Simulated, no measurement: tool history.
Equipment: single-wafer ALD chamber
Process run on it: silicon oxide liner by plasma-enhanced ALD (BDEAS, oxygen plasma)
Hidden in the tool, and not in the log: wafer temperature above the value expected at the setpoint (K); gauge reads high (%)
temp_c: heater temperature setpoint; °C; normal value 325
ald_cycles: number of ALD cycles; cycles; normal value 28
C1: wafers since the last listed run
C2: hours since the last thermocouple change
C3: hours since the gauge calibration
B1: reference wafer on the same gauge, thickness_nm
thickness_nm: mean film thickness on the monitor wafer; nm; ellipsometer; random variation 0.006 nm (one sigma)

{"run": 1, "day": 0.0, "temp_c": 330, "ald_cycles": 28, "C1": 0, "C2": 658.3, "C3": 408.2, "B1": 2.09, "thickness_nm": 2.355}
{"run": 2, "day": 1.371, "temp_c": 330, "ald_cycles": 28, "C1": 476, "C2": 691.2, "C3": 441.1, "B1": 2.091, "thickness_nm": 2.357}
{"run": 3, "day": 3.888, "temp_c": 325, "ald_cycles": 31, "C1": 874, "C2": 751.6, "C3": 501.5, "B1": 2.091, "thickness_nm": 2.645}
{"run": 4, "day": 5.296, "temp_c": 319, "ald_cycles": 28, "C1": 489, "C2": 785.4, "C3": 535.3, "B1": 2.089, "thickness_nm": 2.414}
{"run": 5, "day": 5.908, "temp_c": 319, "ald_cycles": 28, "C1": 212, "C2": 800.1, "C3": 550, "B1": 2.09, "thickness_nm": 2.401}
{"run": 6, "day": 7.279, "temp_c": 325, "ald_cycles": 24, "C1": 476, "C2": 833, "C3": 582.9, "B1": 2.09, "thickness_nm": 2.034}
{"run": 7, "day": 8.367, "temp_c": 332, "ald_cycles": 32, "C1": 377, "C2": 859.1, "C3": 609, "B1": 2.089, "thickness_nm": 2.685}
{"run": 8, "day": 9.371, "temp_c": 332, "ald_cycles": 32, "C1": 348, "C2": 883.2, "C3": 633.1, "B1": 2.09, "thickness_nm": 2.681}
{"run": 9, "day": 9.892, "temp_c": 332, "ald_cycles": 32, "C1": 181, "C2": 895.7, "C3": 645.6, "B1": 2.09, "thickness_nm": 2.691}
{"run": 10, "day": 10.975, "temp_c": 325, "ald_cycles": 30, "C1": 376, "C2": 921.7, "C3": 671.6, "B1": 2.09, "thickness_nm": 2.538}
{"run": 11, "day": 11.658, "temp_c": 319, "ald_cycles": 32, "C1": 237, "C2": 938.1, "C3": 688, "B1": 2.09, "thickness_nm": 2.747}
{"run": 12, "day": 12.658, "temp_c": 325, "ald_cycles": 32, "C1": 347, "C2": 962.1, "C3": 712, "B1": 2.091, "thickness_nm": 2.727}
{"day": 13.625, "done": "gauge calibrated"}
{"run": 13, "day": 14.338, "temp_c": 325, "ald_cycles": 32, "C1": 583, "C2": 1002.4, "C3": 17.1, "B1": 2.09, "thickness_nm": 2.73}
{"run": 14, "day": 15.342, "temp_c": 325, "ald_cycles": 28, "C1": 348, "C2": 1026.5, "C3": 41.2, "B1": 2.09, "thickness_nm": 2.388}
{"run": 15, "day": 16.417, "temp_c": 333, "ald_cycles": 23, "C1": 373, "C2": 1052.3, "C3": 67, "B1": 2.09, "thickness_nm": 1.944}
{"day": 17.8, "done": "thermocouple changed; heater temperature recalibrated"}
{"run": 16, "day": 17.821, "temp_c": 312, "ald_cycles": 33, "C1": 372, "C2": 0.5, "C3": 100.7, "B1": 2.09, "thickness_nm": 2.86}
{"run": 17, "day": 18.425, "temp_c": 315, "ald_cycles": 28, "C1": 209, "C2": 15, "C3": 115.2, "B1": 2.09, "thickness_nm": 2.419}
{"run": 18, "day": 19.9, "temp_c": 325, "ald_cycles": 28, "C1": 512, "C2": 50.4, "C3": 150.6, "B1": 2.09, "thickness_nm": 2.381}
{"run": 19, "day": 21.067, "temp_c": 331, "ald_cycles": 26, "C1": 405, "C2": 78.4, "C3": 178.6, "B1": 2.091, "thickness_nm": 2.197}
{"run": 20, "day": 22.225, "temp_c": 325, "ald_cycles": 30, "C1": 402, "C2": 106.2, "C3": 206.4, "B1": 2.09, "thickness_nm": 2.544}
{"run": 21, "day": 23.246, "temp_c": 315, "ald_cycles": 26, "C1": 354, "C2": 130.7, "C3": 230.9, "B1": 2.091, "thickness_nm": 2.241}
{"run": 22, "day": 24.45, "temp_c": 319, "ald_cycles": 26, "C1": 418, "C2": 159.6, "C3": 259.8, "B1": 2.089, "thickness_nm": 2.242}
{"run": 23, "day": 25.758, "temp_c": 314, "ald_cycles": 24, "C1": 454, "C2": 191, "C3": 291.2, "B1": 2.09, "thickness_nm": 2.083}
{"run": 24, "day": 26.279, "temp_c": 325, "ald_cycles": 28, "C1": 181, "C2": 203.5, "C3": 303.7, "B1": 2.088, "thickness_nm": 2.385}
{"run": 25, "day": 28.546, "temp_c": 331, "ald_cycles": 23, "C1": 787, "C2": 257.9, "C3": 358.1, "B1": 2.09, "thickness_nm": 1.943}
{"run": 26, "day": 29.071, "temp_c": 310, "ald_cycles": 31, "C1": 182, "C2": 270.5, "C3": 370.7, "B1": 2.09, "thickness_nm": 2.698}
{"run": 27, "day": 30.233, "temp_c": 337, "ald_cycles": 33, "C1": 403, "C2": 298.4, "C3": 398.6, "B1": 2.09, "thickness_nm": 2.751}

Exercise: give the hidden state of the tool at every run:
wafer temperature above the value expected at the setpoint (K): 0 on each run
gauge reads high (%): 0 on each run
